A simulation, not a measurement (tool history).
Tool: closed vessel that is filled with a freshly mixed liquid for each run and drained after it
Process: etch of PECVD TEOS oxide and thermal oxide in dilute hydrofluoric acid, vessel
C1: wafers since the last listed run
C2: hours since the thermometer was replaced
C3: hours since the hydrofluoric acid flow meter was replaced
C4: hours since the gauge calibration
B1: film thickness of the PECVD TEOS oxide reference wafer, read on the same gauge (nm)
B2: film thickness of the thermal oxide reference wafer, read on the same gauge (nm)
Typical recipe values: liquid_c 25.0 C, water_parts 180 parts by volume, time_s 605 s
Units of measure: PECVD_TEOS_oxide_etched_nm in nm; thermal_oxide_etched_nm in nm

run 1 hour=0.0 | liquid_c=25.0 water_parts=220 time_s=605 | C1=0 C2=1046.4 C3=1150.0 C4=683.9 | B1=102.63 B2=112.01 | PECVD_TEOS_oxide_etched_nm=30.10 thermal_oxide_etched_nm=11.40
-- hour=31.8 hydrofluoric acid flow meter replaced
run 2 hour=50.0 | liquid_c=27.0 water_parts=180 time_s=405 | C1=2987 C2=1096.4 C3=18.2 C4=733.9 | B1=102.44 B2=111.78 | PECVD_TEOS_oxide_etched_nm=26.92 thermal_oxide_etched_nm=10.48
run 3 hour=150.1 | liquid_c=27.0 water_parts=180 time_s=405 | C1=6103 C2=1196.5 C3=118.3 C4=834.0 | B1=102.10 B2=111.40 | PECVD_TEOS_oxide_etched_nm=26.97 thermal_oxide_etched_nm=10.43
run 4 hour=193.2 | liquid_c=25.0 water_parts=180 time_s=605 | C1=2628 C2=1239.6 C3=161.4 C4=877.1 | B1=101.97 B2=111.26 | PECVD_TEOS_oxide_etched_nm=37.96 thermal_oxide_etched_nm=14.36
-- hour=198.7 thermometer replaced
run 5 hour=240.3 | liquid_c=25.0 water_parts=180 time_s=605 | C1=2810 C2=41.6 C3=208.5 C4=924.2 | B1=101.86 B2=111.10 | PECVD_TEOS_oxide_etched_nm=37.68 thermal_oxide_etched_nm=14.48
run 6 hour=300.1 | liquid_c=25.0 water_parts=215 time_s=605 | C1=3646 C2=101.4 C3=268.3 C4=984.0 | B1=101.70 B2=110.93 | PECVD_TEOS_oxide_etched_nm=29.97 thermal_oxide_etched_nm=11.66
run 7 hour=368.4 | liquid_c=25.0 water_parts=180 time_s=605 | C1=4164 C2=169.7 C3=336.6 C4=1052.3 | B1=101.55 B2=110.75 | PECVD_TEOS_oxide_etched_nm=38.02 thermal_oxide_etched_nm=14.32
run 8 hour=455.0 | liquid_c=25.0 water_parts=180 time_s=605 | C1=5280 C2=256.3 C3=423.2 C4=1138.9 | B1=101.36 B2=110.57 | PECVD_TEOS_oxide_etched_nm=37.48 thermal_oxide_etched_nm=14.26
run 9 hour=499.0 | liquid_c=28.0 water_parts=180 time_s=605 | C1=2682 C2=300.3 C3=467.2 C4=1182.9 | B1=101.30 B2=110.49 | PECVD_TEOS_oxide_etched_nm=41.63 thermal_oxide_etched_nm=15.91
run 10 hour=548.0 | liquid_c=27.5 water_parts=180 time_s=605 | C1=2987 C2=349.3 C3=516.2 C4=1231.9 | B1=101.22 B2=110.42 | PECVD_TEOS_oxide_etched_nm=41.61 thermal_oxide_etched_nm=15.72
run 11 hour=627.0 | liquid_c=20.0 water_parts=180 time_s=605 | C1=4817 C2=428.3 C3=595.2 C4=1310.9 | B1=101.09 B2=110.31 | PECVD_TEOS_oxide_etched_nm=31.35 thermal_oxide_etched_nm=11.83
run 12 hour=699.4 | liquid_c=25.0 water_parts=230 time_s=890 | C1=4414 C2=500.7 C3=667.6 C4=1383.3 | B1=101.03 B2=110.20 | PECVD_TEOS_oxide_etched_nm=40.85 thermal_oxide_etched_nm=15.58
run 13 hour=747.2 | liquid_c=25.0 water_parts=180 time_s=605 | C1=2914 C2=548.5 C3=715.4 C4=1431.1 | B1=100.95 B2=110.14 | PECVD_TEOS_oxide_etched_nm=37.46 thermal_oxide_etched_nm=14.34
run 14 hour=788.6 | liquid_c=25.0 water_parts=180 time_s=605 | C1=2524 C2=589.9 C3=756.8 C4=1472.5 | B1=100.92 B2=110.11 | PECVD_TEOS_oxide_etched_nm=38.00 thermal_oxide_etched_nm=14.36
run 15 hour=835.4 | liquid_c=26.5 water_parts=180 time_s=395 | C1=2853 C2=636.7 C3=803.6 C4=1519.3 | B1=100.88 B2=110.02 | PECVD_TEOS_oxide_etched_nm=25.68 thermal_oxide_etched_nm=9.86
run 16 hour=914.5 | liquid_c=21.5 water_parts=250 time_s=740 | C1=4823 C2=715.8 C3=882.7 C4=1598.4 | B1=100.80 B2=109.99 | PECVD_TEOS_oxide_etched_nm=26.56 thermal_oxide_etched_nm=10.26
-- hour=976.8 gauge calibrated
run 17 hour=1016.4 | liquid_c=25.0 water_parts=180 time_s=605 | C1=6213 C2=817.7 C3=984.6 C4=39.6 | B1=109.55 B2=119.50 | PECVD_TEOS_oxide_etched_nm=40.59 thermal_oxide_etched_nm=15.51
run 18 hour=1066.0 | liquid_c=27.5 water_parts=180 time_s=605 | C1=3024 C2=867.3 C3=1034.2 C4=89.2 | B1=108.96 B2=118.89 | PECVD_TEOS_oxide_etched_nm=43.48 thermal_oxide_etched_nm=16.89
-- hour=1109.8 hydrofluoric acid flow meter replaced
run 19 hour=1144.3 | liquid_c=29.0 water_parts=270 time_s=440 | C1=4713 C2=945.6 C3=34.5 C4=167.5 | B1=108.10 B2=117.94 | PECVD_TEOS_oxide_etched_nm=20.27 thermal_oxide_etched_nm=7.73
run 20 hour=1239.6 | liquid_c=25.0 water_parts=240 time_s=305 | C1=5810 C2=1040.9 C3=129.8 C4=262.8 | B1=107.21 B2=116.96 | PECVD_TEOS_oxide_etched_nm=13.97 thermal_oxide_etched_nm=5.40
run 21 hour=1294.1 | liquid_c=25.0 water_parts=140 time_s=845 | C1=3323 C2=1095.4 C3=184.3 C4=317.3 | B1=106.77 B2=116.41 | PECVD_TEOS_oxide_etched_nm=74.20 thermal_oxide_etched_nm=28.44
run 22 hour=1365.6 | liquid_c=25.0 water_parts=205 time_s=845 | C1=4359 C2=1166.9 C3=255.8 C4=388.8 | B1=106.22 B2=115.89 | PECVD_TEOS_oxide_etched_nm=47.26 thermal_oxide_etched_nm=17.95
-- hour=1374.6 thermometer replaced
run 23 hour=1417.7 | liquid_c=25.0 water_parts=265 time_s=605 | C1=3115 C2=43.1 C3=307.9 C4=440.9 | B1=105.88 B2=115.52 | PECVD_TEOS_oxide_etched_nm=24.51 thermal_oxide_etched_nm=9.38
run 24 hour=1519.2 | liquid_c=22.0 water_parts=250 time_s=500 | C1=6189 C2=144.6 C3=409.4 C4=542.4 | B1=105.28 B2=114.84 | PECVD_TEOS_oxide_etched_nm=19.37 thermal_oxide_etched_nm=7.44
run 25 hour=1582.6 | liquid_c=25.0 water_parts=100 time_s=805 | C1=3865 C2=208.0 C3=472.8 C4=605.8 | B1=104.99 B2=114.48 | PECVD_TEOS_oxide_etched_nm=103.50 thermal_oxide_etched_nm=39.38
run 26 hour=1659.7 | liquid_c=27.0 water_parts=180 time_s=605 | C1=4701 C2=285.1 C3=549.9 C4=682.9 | B1=104.64 B2=114.15 | PECVD_TEOS_oxide_etched_nm=41.51 thermal_oxide_etched_nm=15.92
run 27 hour=1720.8 | liquid_c=25.0 water_parts=180 time_s=605 | C1=3725 C2=346.2 C3=611.0 C4=744.0 | B1=104.42 B2=113.87 | PECVD_TEOS_oxide_etched_nm=39.02 thermal_oxide_etched_nm=14.87

The tool's hidden state at each run:
liquid colder than its thermometer reads (K): 0 on each run
hydrofluoric acid flow below the setpoint (%): 0 on each run
H1: gauge reads high (%)
run=1 H1=-6.7
run=2 H1=-6.87
run=3 H1=-7.18
run=4 H1=-7.3
run=5 H1=-7.42
run=6 H1=-7.55
run=7 H1=-7.69
run=8 H1=-7.84
run=9 H1=-7.91
run=10 H1=-7.98
run=11 H1=-8.09
run=12 H1=-8.17
run=13 H1=-8.22
run=14 H1=-8.25
run=15 H1=-8.29
run=16 H1=-8.36
run=17 H1=-0.382
run=18 H1=-0.94
run=19 H1=-1.73
run=20 H1=-2.54
run=21 H1=-2.95
run=22 H1=-3.43
run=23 H1=-3.75
run=24 H1=-4.28
run=25 H1=-4.56
run=26 H1=-4.87
run=27 H1=-5.08
